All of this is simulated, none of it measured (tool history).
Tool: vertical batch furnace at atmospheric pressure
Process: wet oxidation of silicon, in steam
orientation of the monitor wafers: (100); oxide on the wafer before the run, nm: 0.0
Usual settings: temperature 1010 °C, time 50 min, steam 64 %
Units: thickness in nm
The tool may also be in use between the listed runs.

run   hour  temperature  time  steam  wafers since the last listed run  hours since the last temperature calibration  hours since the steam generator was serviced  hours since the gauge calibration  read-back reference wafer on the same gauge, thickness  thickness
  1      0         1025    50     64                                 0                                        2062.9                                        2844.4                              249.2                                                   244.9     287.73
  2     14         1025    50     64                               192                                        2076.9                                        2858.4                              263.2                                                  245.15     288.27
  3   30.8         1025    50     64                               231                                        2093.7                                        2875.2                                280                                                  244.93     287.42
  4   46.8         1010    50     64                               220                                        2109.7                                        2891.2                                296                                                  244.93      255.5
  5   60.8         1010    50     64                               192                                        2123.7                                        2905.2                                310                                                  244.97      255.4
  6     98         1010    50     73                               512                                        2160.9                                        2942.4                              347.2                                                  245.06     280.95
  7  118.9         1010    50     73                               288                                        2181.8                                        2963.3                              368.1                                                  245.01     280.29
  8  127.6         1019    50     64                               119                                        2190.5                                          2972                              376.8                                                     245     274.52
     155.2  -- steam generator serviced
  9  155.7         1019    50     64                                56                                        2218.6                                           0.5                              404.9                                                  245.01     265.79
 10  160.7         1010    57     64                                68                                        2223.6                                           5.5                              409.9                                                  244.96     271.44
     188.5  -- thermocouples replaced and temperature profile calibrated
 11    189         1010    57     64                                59                                           0.5                                          33.8                              438.2                                                  245.08     271.18
 12    194         1010    50     64                                68                                           5.5                                          38.8                              443.2                                                  245.01      247.7
 13  198.9         1010    50     64                                60                                          10.4                                          43.7                              448.1                                                  245.04     247.83
     200.4  -- gauge calibrated
     222.4  -- steam generator serviced, repeated, since the last time left the tool worse
 14  222.9          990    50     64                                 6                                          34.4                                           0.5                               22.5                                                  244.98     225.54
 15  227.9          989  31.5     60                                68                                          39.4                                           5.5                               27.5                                                  245.05      147.3
 16  233.3         1004    50     71                                74                                          44.8                                          10.9                               32.9                                                  244.88     273.11
 17    246         1010  33.5     64                               175                                          57.5                                          23.6                               45.6                                                  245.07     198.87
 18  305.8          989    28     75                               824                                         117.3                                          83.4                              105.4                                                  244.97     160.68
 19  316.6         1010    50     64                               148                                         128.1                                          94.2                              116.2                                                  245.13     266.38
 20  324.1         1002    40     64                               103                                         135.6                                         101.7                              123.7                                                  244.95     210.83
 21  332.6         1010    50     64                               117                                         144.1                                         110.2                              132.2                                                  245.05     265.93
 22  349.6         1025    50     64                               234                                         161.1                                         127.2                              149.2                                                  245.05     297.17
 23  364.9         1017    37     75                               210                                         176.4                                         142.5                              164.5                                                  245.05     253.41
 24  373.2         1010    50     64                               114                                         184.7                                         150.8                              172.8                                                  245.07     265.41
 25  391.6         1020    50     64                               253                                         203.1                                         169.2                              191.2                                                  245.02     287.12

Forecast each of these 3 alternatives for the next run:
  A  396.7          997    50     64                                70                                         208.2                                         174.3                              196.3                                                       ?          ?
  B  396.7         1001  67.5     70                                70                                         208.2                                         174.3                              196.3                                                       ?          ?
  C  396.7         1025  29.5     56                                70                                         208.2                                         174.3                              196.3                                                       ?          ?

run  read-back reference wafer on the same gauge, thickness  thickness
  A                                                  244.97     239.05
  B                                                  244.97     326.85
  C                                                  244.97     186.19
Without the tool's hidden state the same runs would have given:
run  thickness
  A     240.33
  B      328.5
  C     187.19

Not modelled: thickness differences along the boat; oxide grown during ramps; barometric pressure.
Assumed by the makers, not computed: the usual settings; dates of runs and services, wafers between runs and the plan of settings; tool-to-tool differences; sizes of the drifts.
